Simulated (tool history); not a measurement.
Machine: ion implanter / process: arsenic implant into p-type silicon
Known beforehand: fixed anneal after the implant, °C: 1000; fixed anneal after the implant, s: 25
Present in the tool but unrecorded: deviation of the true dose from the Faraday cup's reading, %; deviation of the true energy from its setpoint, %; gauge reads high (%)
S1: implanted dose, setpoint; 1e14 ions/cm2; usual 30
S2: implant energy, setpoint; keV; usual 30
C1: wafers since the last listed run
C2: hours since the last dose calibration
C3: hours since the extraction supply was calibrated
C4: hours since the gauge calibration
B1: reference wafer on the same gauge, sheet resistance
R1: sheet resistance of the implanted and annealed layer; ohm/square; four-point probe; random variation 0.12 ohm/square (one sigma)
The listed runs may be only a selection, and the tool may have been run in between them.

| run | hour | S1 | S2 | C1 | C2 | C3 | C4 | B1 | R1 |
|---|---|---|---|---|---|---|---|---|---|
| 1 | 0 | 25.22 | 36 | 0 | 298.9 | 5459.7 | 104.1 | 79.43 | 78.89 |
| 2 | 17.6 | 25.22 | 36 | 417 | 316.5 | 5477.3 | 121.7 | 79.51 | 78.73 |
| 3 | 33.1 | 25.22 | 36 | 367 | 332 | 5492.8 | 137.2 | 79.56 | 79.19 |
| 4 | 40 | 30 | 30 | 163 | 338.9 | 5499.7 | 144.1 | 79.59 | 83.17 |
| 5 | 51 | 30 | 30 | 260 | 349.9 | 5510.7 | 155.1 | 79.62 | 83.19 |
| 6 | 63.6 | 30 | 30 | 298 | 362.5 | 5523.3 | 167.7 | 79.65 | 83.39 |
| 7 | 76.6 | 30 | 30 | 308 | 375.5 | 5536.3 | 180.7 | 79.7 | 83.11 |
| 8 | 91.7 | 30 | 30 | 358 | 390.6 | 5551.4 | 195.8 | 79.76 | 83.49 |
| 9 | 105.5 | 30 | 30 | 327 | 404.4 | 5565.2 | 209.6 | 79.8 | 83.5 |
| 10 | 112.4 | 30 | 30 | 163 | 411.3 | 5572.1 | 216.5 | 79.8 | 83.39 |
| 11 | 120.3 | 30 | 30 | 187 | 419.2 | 5580 | 224.4 | 79.82 | 83.27 |
| 12 | 129.6 | 30 | 30 | 220 | 428.5 | 5589.3 | 233.7 | 79.86 | 83.5 |
| 13 | 146 | 30 | 30 | 388 | 444.9 | 5605.7 | 250.1 | 79.91 | 83.51 |
| 14 | 161 | 30 | 30 | 355 | 459.9 | 5620.7 | 265.1 | 79.97 | 83.63 |
| 15 | 167.3 | 30 | 30 | 149 | 466.2 | 5627 | 271.4 | 79.98 | 83.63 |
|  | 174.7 | gauge calibrated |
| 16 | 177.2 | 30 | 30 | 234 | 476.1 | 5636.9 | 2.5 | 79.04 | 82.49 |
| 17 | 195.1 | 30 | 30 | 424 | 494 | 5654.8 | 20.4 | 79.14 | 82.62 |
| 18 | 210.5 | 30 | 30 | 365 | 509.4 | 5670.2 | 35.8 | 79.13 | 82.71 |
| 19 | 221 | 23.09 | 35 | 248 | 519.9 | 5680.7 | 46.3 | 79.2 | 81.17 |
| 20 | 227.2 | 21.16 | 23 | 146 | 526.1 | 5686.9 | 52.5 | 79.21 | 97.18 |
| 21 | 243.6 | 30 | 30 | 388 | 542.5 | 5703.3 | 68.9 | 79.27 | 82.79 |
| 22 | 257.7 | 30 | 30 | 334 | 556.6 | 5717.4 | 83 | 79.3 | 83.1 |
| 23 | 267 | 32.66 | 25 | 220 | 565.9 | 5726.7 | 92.3 | 79.33 | 88.72 |
| 24 | 276 | 35.62 | 36.5 | 213 | 574.9 | 5735.7 | 101.3 | 79.37 | 73.79 |
|  | 284.3 | extraction supply calibrated |
| 25 | 289.5 | 30 | 30 | 130 | 588.4 | 5.2 | 114.8 | 79.41 | 82.98 |
| 26 | 297 | 22.3 | 25.5 | 177 | 595.9 | 12.7 | 122.3 | 79.45 | 93.09 |
| 27 | 313.1 | 38.4 | 35 | 381 | 612 | 28.8 | 138.4 | 79.49 | 74.88 |
| 28 | 328.2 | 30 | 21.5 | 358 | 627.1 | 43.9 | 153.5 | 79.54 | 95.05 |
| 29 | 344.2 | 35.44 | 38.5 | 379 | 643.1 | 59.9 | 169.5 | 79.59 | 72.14 |
|  | 358.1 | Faraday cup replaced and dose calibrated |
| 30 | 358.6 | 30 | 30 | 151 | 0.5 | 74.3 | 183.9 | 79.62 | 83.26 |
| 31 | 368 | 38.81 | 30 | 222 | 9.9 | 83.7 | 193.3 | 79.65 | 80.51 |
| 32 | 381.5 | 30 | 30 | 320 | 23.4 | 97.2 | 206.8 | 79.72 | 83.12 |
| 33 | 392.4 | 37.12 | 39.5 | 258 | 34.3 | 108.1 | 217.7 | 79.73 | 70.99 |
| 34 | 400.2 | 35.68 | 39 | 184 | 42.1 | 115.9 | 225.5 | 79.76 | 71.9 |
| 35 | 407.5 | 32.83 | 25 | 173 | 49.4 | 123.2 | 232.8 | 79.79 | 88.8 |
| 36 | 456 | 34.89 | 33 | 1149 | 97.9 | 171.7 | 281.3 | 79.93 | 78.34 |
| 37 | 469.7 | 24.68 | 30 | 324 | 111.6 | 185.4 | 295 | 79.98 | 86.33 |

3 options for the next run, each taken on its own from the tool as it stands now. Forecast them:
| A | 470.1 | 30 | 35 | 9 | 112 | 185.8 | 295.4 | ? | ? |
| B | 470.1 | 30 | 39.5 | 9 | 112 | 185.8 | 295.4 | ? | ? |
| C | 470.1 | 35.4 | 33 | 9 | 112 | 185.8 | 295.4 | ? | ? |

| run | B1 | R1 |
|---|---|---|
| A | 79.97 | 78.06 |
| B | 79.97 | 73.66 |
| C | 79.97 | 78.35 |
With the hidden condition removed and each run's random variation left untouched, the same runs would have given:
| run | R1 |
|---|---|
| A | 77.1 |
| B | 72.76 |
| C | 77.39 |

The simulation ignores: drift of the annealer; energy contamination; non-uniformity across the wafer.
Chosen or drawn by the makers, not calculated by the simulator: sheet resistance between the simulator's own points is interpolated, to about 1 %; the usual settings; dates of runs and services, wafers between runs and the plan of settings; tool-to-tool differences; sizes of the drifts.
